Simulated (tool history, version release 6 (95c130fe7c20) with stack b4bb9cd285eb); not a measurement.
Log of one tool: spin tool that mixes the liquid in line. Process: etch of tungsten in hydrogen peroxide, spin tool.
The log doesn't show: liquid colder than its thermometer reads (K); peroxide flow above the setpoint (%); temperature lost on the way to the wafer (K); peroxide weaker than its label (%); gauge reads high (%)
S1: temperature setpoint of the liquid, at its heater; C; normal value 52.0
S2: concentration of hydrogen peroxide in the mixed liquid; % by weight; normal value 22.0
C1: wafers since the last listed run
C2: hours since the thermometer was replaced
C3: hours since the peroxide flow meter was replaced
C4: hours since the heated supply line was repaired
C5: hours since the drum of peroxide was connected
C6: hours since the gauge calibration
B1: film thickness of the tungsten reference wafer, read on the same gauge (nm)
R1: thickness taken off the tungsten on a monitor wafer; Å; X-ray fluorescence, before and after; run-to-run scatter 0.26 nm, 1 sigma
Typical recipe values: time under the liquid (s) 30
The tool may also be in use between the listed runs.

run 1 hour=0.0 | S1=57.0 S2=26.0 time_under_the_liquid_(s)=30 | C1=0 C2=522.7 C3=2138.2 C4=1693.5 C5=526.7 C6=574.9 | B1=140.03 | R1=748.1
-- hour=48.4 new drum of peroxide connected
run 2 hour=54.9 | S1=57.0 S2=26.0 time_under_the_liquid_(s)=30 | C1=837 C2=577.6 C3=2193.1 C4=1748.4 C5=6.5 C6=629.8 | B1=139.99 | R1=754.7
run 3 hour=118.2 | S1=47.0 S2=22.0 time_under_the_liquid_(s)=30 | C1=983 C2=640.9 C3=2256.4 C4=1811.7 C5=69.8 C6=693.1 | B1=139.97 | R1=376.2
run 4 hour=167.1 | S1=47.0 S2=22.0 time_under_the_liquid_(s)=30 | C1=759 C2=689.8 C3=2305.3 C4=1860.6 C5=118.7 C6=742.0 | B1=140.03 | R1=376.3
run 5 hour=219.9 | S1=47.0 S2=22.0 time_under_the_liquid_(s)=30 | C1=820 C2=742.6 C3=2358.1 C4=1913.4 C5=171.5 C6=794.8 | B1=139.98 | R1=378.4
run 6 hour=289.7 | S1=52.0 S2=24.0 time_under_the_liquid_(s)=40 | C1=1084 C2=812.4 C3=2427.9 C4=1983.2 C5=241.3 C6=864.6 | B1=140.00 | R1=719.3
-- hour=308.2 thermometer replaced
run 7 hour=324.2 | S1=52.0 S2=22.0 time_under_the_liquid_(s)=45 | C1=520 C2=16.0 C3=2462.4 C4=2017.7 C5=275.8 C6=899.1 | B1=139.99 | R1=779.5
-- hour=353.6 peroxide flow meter replaced
run 8 hour=395.8 | S1=56.0 S2=28.0 time_under_the_liquid_(s)=15 | C1=1096 C2=87.6 C3=42.2 C4=2089.3 C5=347.4 C6=970.7 | B1=139.98 | R1=346.7
run 9 hour=460.4 | S1=52.0 S2=24.0 time_under_the_liquid_(s)=30 | C1=1003 C2=152.2 C3=106.8 C4=2153.9 C5=412.0 C6=1035.3 | B1=139.97 | R1=509.7
run 10 hour=485.8 | S1=52.0 S2=22.0 time_under_the_liquid_(s)=30 | C1=394 C2=177.6 C3=132.2 C4=2179.3 C5=437.4 C6=1060.7 | B1=140.00 | R1=485.5
run 11 hour=517.6 | S1=52.0 S2=22.0 time_under_the_liquid_(s)=30 | C1=494 C2=209.4 C3=164.0 C4=2211.1 C5=469.2 C6=1092.5 | B1=140.02 | R1=486.1
run 12 hour=557.2 | S1=52.0 S2=27.5 time_under_the_liquid_(s)=20 | C1=615 C2=249.0 C3=203.6 C4=2250.7 C5=508.8 C6=1132.1 | B1=140.01 | R1=364.6
-- hour=564.5 new drum of peroxide connected
run 13 hour=582.7 | S1=52.0 S2=24.0 time_under_the_liquid_(s)=30 | C1=380 C2=274.5 C3=229.1 C4=2276.2 C5=18.2 C6=1157.6 | B1=140.01 | R1=511.5
run 14 hour=621.9 | S1=45.5 S2=22.0 time_under_the_liquid_(s)=25 | C1=609 C2=313.7 C3=268.3 C4=2315.4 C5=57.4 C6=1196.8 | B1=139.97 | R1=272.9
run 15 hour=680.6 | S1=42.5 S2=27.0 time_under_the_liquid_(s)=15 | C1=912 C2=372.4 C3=327.0 C4=2374.1 C5=116.1 C6=1255.5 | B1=140.02 | R1=148.6
run 16 hour=740.6 | S1=52.0 S2=22.0 time_under_the_liquid_(s)=30 | C1=932 C2=432.4 C3=387.0 C4=2434.1 C5=176.1 C6=1315.5 | B1=139.99 | R1=489.1
run 17 hour=768.6 | S1=46.0 S2=27.0 time_under_the_liquid_(s)=15 | C1=435 C2=460.4 C3=415.0 C4=2462.1 C5=204.1 C6=1343.5 | B1=139.98 | R1=186.1
run 18 hour=838.9 | S1=52.0 S2=22.0 time_under_the_liquid_(s)=30 | C1=1092 C2=530.7 C3=485.3 C4=2532.4 C5=274.4 C6=1413.8 | B1=139.94 | R1=485.9
-- hour=881.1 heated supply line repaired
run 19 hour=886.5 | S1=56.5 S2=28.0 time_under_the_liquid_(s)=45 | C1=724 C2=578.3 C3=532.9 C4=5.4 C5=322.0 C6=1461.4 | B1=140.01 | R1=1080.5
run 20 hour=952.2 | S1=52.0 S2=24.5 time_under_the_liquid_(s)=45 | C1=1020 C2=644.0 C3=598.6 C4=71.1 C5=387.7 C6=1527.1 | B1=140.06 | R1=778.7
run 21 hour=991.1 | S1=45.5 S2=22.0 time_under_the_liquid_(s)=45 | C1=604 C2=682.9 C3=637.5 C4=110.0 C5=426.6 C6=1566.0 | B1=139.98 | R1=495.8
-- hour=1001.3 thermometer replaced
-- hour=1003.1 gauge calibrated
run 22 hour=1055.0 | S1=60.0 S2=27.5 time_under_the_liquid_(s)=30 | C1=977 C2=53.7 C3=701.4 C4=173.9 C5=490.5 C6=51.9 | B1=139.99 | R1=895.0
run 23 hour=1084.0 | S1=52.0 S2=22.0 time_under_the_liquid_(s)=30 | C1=450 C2=82.7 C3=730.4 C4=202.9 C5=519.5 C6=80.9 | B1=139.99 | R1=494.3
run 24 hour=1116.4 | S1=45.0 S2=15.5 time_under_the_liquid_(s)=15 | C1=503 C2=115.1 C3=762.8 C4=235.3 C5=551.9 C6=113.3 | B1=140.01 | R1=136.4
-- hour=1170.5 new drum of peroxide connected
run 25 hour=1185.3 | S1=55.0 S2=20.0 time_under_the_liquid_(s)=30 | C1=1054 C2=184.0 C3=831.7 C4=304.2 C5=14.8 C6=182.2 | B1=140.03 | R1=571.3
run 26 hour=1242.9 | S1=56.5 S2=22.0 time_under_the_liquid_(s)=50 | C1=894 C2=241.6 C3=889.3 C4=361.8 C5=72.4 C6=239.8 | B1=140.06 | R1=1073.3
run 27 hour=1415.4 | S1=52.0 S2=22.0 time_under_the_liquid_(s)=30 | C1=2680 C2=414.1 C3=1061.8 C4=534.3 C5=244.9 C6=412.3 | B1=140.02 | R1=498.5

Predict each of these 3 candidate next runs independently; none follows another, all start after run 27:
run A hour=1415.8 | S1=52.0 S2=22.0 time_under_the_liquid_(s)=30 | C1=6 C2=414.5 C3=1062.2 C4=534.7 C5=245.3 C6=412.7 | B1=? | R1=?
run B hour=1415.8 | S1=46.0 S2=15.5 time_under_the_liquid_(s)=25 | C1=6 C2=414.5 C3=1062.2 C4=534.7 C5=245.3 C6=412.7 | B1=? | R1=?
run C hour=1415.8 | S1=44.0 S2=20.0 time_under_the_liquid_(s)=45 | C1=6 C2=414.5 C3=1062.2 C4=534.7 C5=245.3 C6=412.7 | B1=? | R1=?

run=A B1=140.00 R1=494.1
run=B B1=140.00 R1=239.0
run=C B1=140.00 R1=430.7
With no hidden state in the tool, these same runs would have given:
run=A R1=479.3
run=B R1=231.8
run=C R1=417.8
